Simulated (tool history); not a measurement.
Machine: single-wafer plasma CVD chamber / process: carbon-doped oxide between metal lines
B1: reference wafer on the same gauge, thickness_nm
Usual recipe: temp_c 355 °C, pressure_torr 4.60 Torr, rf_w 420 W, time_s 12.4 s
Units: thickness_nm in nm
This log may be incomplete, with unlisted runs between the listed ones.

run 1 hour=0.0 | temp_c=355 pressure_torr=4.60 rf_w=420 time_s=12.4 | B1=45.024 | thickness_nm=50.873
run 2 hour=50.4 | temp_c=355 pressure_torr=4.60 rf_w=420 time_s=12.4 | B1=45.061 | thickness_nm=49.453
run 3 hour=58.9 | temp_c=355 pressure_torr=4.60 rf_w=420 time_s=12.4 | B1=45.039 | thickness_nm=49.660
run 4 hour=71.6 | temp_c=355 pressure_torr=4.60 rf_w=420 time_s=12.4 | B1=44.994 | thickness_nm=50.177
run 5 hour=88.5 | temp_c=355 pressure_torr=4.60 rf_w=420 time_s=12.4 | B1=45.074 | thickness_nm=49.971
run 6 hour=100.3 | temp_c=355 pressure_torr=4.60 rf_w=465 time_s=12.4 | B1=45.026 | thickness_nm=54.857
-- hour=109.4 thermocouple changed; heater temperature recalibrated
-- hour=118.2 showerhead replaced
run 7 hour=118.7 | temp_c=355 pressure_torr=4.60 rf_w=465 time_s=12.4 | B1=45.036 | thickness_nm=54.901
run 8 hour=129.0 | temp_c=355 pressure_torr=4.60 rf_w=420 time_s=12.4 | B1=45.028 | thickness_nm=49.789
run 9 hour=143.7 | temp_c=355 pressure_torr=4.60 rf_w=420 time_s=12.4 | B1=44.985 | thickness_nm=49.613
-- hour=158.0 gauge calibrated
run 10 hour=160.7 | temp_c=355 pressure_torr=4.60 rf_w=420 time_s=12.4 | B1=45.063 | thickness_nm=49.588
run 11 hour=169.6 | temp_c=355 pressure_torr=4.60 rf_w=420 time_s=12.4 | B1=44.929 | thickness_nm=48.914
-- hour=182.7 capacitance manometer re-zeroed and calibrated
run 12 hour=183.2 | temp_c=355 pressure_torr=4.60 rf_w=420 time_s=12.4 | B1=45.103 | thickness_nm=49.545
run 13 hour=183.9 | temp_c=355 pressure_torr=5.49 rf_w=420 time_s=10.8 | B1=45.072 | thickness_nm=44.633
run 14 hour=191.7 | temp_c=351 pressure_torr=4.60 rf_w=420 time_s=12.4 | B1=44.883 | thickness_nm=49.880
run 15 hour=198.5 | temp_c=355 pressure_torr=4.60 rf_w=420 time_s=12.4 | B1=45.068 | thickness_nm=49.498
-- hour=216.3 RF generator calibrated
run 16 hour=216.8 | temp_c=355 pressure_torr=5.49 rf_w=420 time_s=10.8 | B1=45.007 | thickness_nm=47.542
run 17 hour=219.8 | temp_c=350 pressure_torr=5.14 rf_w=420 time_s=12.4 | B1=44.942 | thickness_nm=54.254
run 18 hour=236.5 | temp_c=369 pressure_torr=4.21 rf_w=420 time_s=12.4 | B1=44.931 | thickness_nm=50.677
run 19 hour=252.4 | temp_c=361 pressure_torr=5.66 rf_w=375 time_s=14.0 | B1=44.913 | thickness_nm=54.058
run 20 hour=259.5 | temp_c=355 pressure_torr=4.60 rf_w=375 time_s=10.9 | B1=45.074 | thickness_nm=41.209
run 21 hour=290.0 | temp_c=355 pressure_torr=5.74 rf_w=420 time_s=10.1 | B1=44.956 | thickness_nm=44.857
run 22 hour=300.4 | temp_c=370 pressure_torr=3.68 rf_w=375 time_s=14.0 | B1=45.031 | thickness_nm=49.148
run 23 hour=306.7 | temp_c=363 pressure_torr=4.60 rf_w=470 time_s=14.7 | B1=44.941 | thickness_nm=67.164
run 24 hour=323.9 | temp_c=363 pressure_torr=4.60 rf_w=380 time_s=12.4 | B1=44.979 | thickness_nm=46.450

Here are 4 independent what-if runs from the current tool condition. What would each one return?
run A hour=324.3 | temp_c=355 pressure_torr=4.60 rf_w=420 time_s=12.4 | B1=? | thickness_nm=?
run B hour=324.3 | temp_c=343 pressure_torr=5.45 rf_w=465 time_s=12.4 | B1=? | thickness_nm=?
run C hour=324.3 | temp_c=360 pressure_torr=4.60 rf_w=340 time_s=13.5 | B1=? | thickness_nm=?
run D hour=324.3 | temp_c=349 pressure_torr=5.70 rf_w=420 time_s=13.4 | B1=? | thickness_nm=?

run=A B1=45.063 thickness_nm=52.159
run=B B1=45.063 thickness_nm=60.671
run=C B1=45.063 thickness_nm=45.016
run=D B1=45.063 thickness_nm=59.005
Take away the tool's hidden state, keep each run's random variation, and the runs would have read:
run=A thickness_nm=52.864
run=B thickness_nm=61.380
run=C thickness_nm=45.661
run=D thickness_nm=59.803
